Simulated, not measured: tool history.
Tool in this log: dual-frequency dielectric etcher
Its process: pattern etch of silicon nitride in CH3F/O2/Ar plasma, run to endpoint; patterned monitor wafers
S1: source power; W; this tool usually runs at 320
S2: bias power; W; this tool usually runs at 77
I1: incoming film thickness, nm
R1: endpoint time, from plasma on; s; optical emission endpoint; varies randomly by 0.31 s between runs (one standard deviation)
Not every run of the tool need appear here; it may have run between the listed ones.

run   hour   S1  S2     I1    R1
  1      0  320  77  48.04    71
  2   10.3  320  77  48.55  70.8
  3   18.7  320  77  48.48  71.6
  4   62.9  320  77  48.09  71.2
        70  -- bias power generator calibrated
     100.9  -- upper electrode replaced
  5  101.4  340  77  48.15    70
  6  101.7  340  77  48.05  69.5
  7  102.8  320  77  48.34  71.3
  8  110.2  320  77  48.09  70.9
  9  126.5  280  91  48.33  71.6
     145.3  -- source power generator calibrated
 10  145.8  280  91   48.3  71.5
 11  149.7  280  91  48.18  71.6
 12  158.6  320  77  48.55  71.6
 13  174.7  320  77  48.81  72.4
 14  224.2  320  77  48.14  71.3
 15  234.2  280  90  47.97  71.3
 16  251.5  350  94  48.35  65.9
 17  264.8  240  77  47.87    79
 18  271.8  300  77   48.1  72.9
     300.6  -- wet clean of the chamber
 19  301.1  350  69  48.47  70.5
 20  301.4  240  84  47.93  75.2
 21  306.2  270  83  48.37  73.8
 22    358  280  59  48.18  79.1
 23  367.2  290  68  48.06  75.4
 24  378.5  320  68  47.85  73.4
 25  392.2  360  90  47.82  64.2
 26  404.6  320  67  48.36  73.5
 27  414.1  320  77  48.13    71
 28  423.1  350  71  48.65  71.4
 29  440.2  320  77  48.38  71.2
 30  449.8  290  77  48.45  74.1
 31  455.8  400  69  48.44  67.9
 32    462  320  77   48.2  71.6
 33  471.7  290  59  48.17  78.6
 34  484.7  320  77  48.15  71.3

Branching from run 34: 5 alternative next runs. What would each branch give?
  A  485.1  320  59  47.78   ?
  B  485.1  360  77  47.78   ?
  C  485.1  320  83  47.78   ?
  D  485.1  250  59  47.78   ?
  E  485.1  270  89  47.78   ?

run    R1
  A  76.3
  B  68.1
  C  69.5
  D  83.5
  E  72.4
Stripped of hidden state, with their random variation kept, the same runs would have yielded:
run    R1
  A  75.8
  B  67.6
  C    69
  D  82.9
  E  71.9
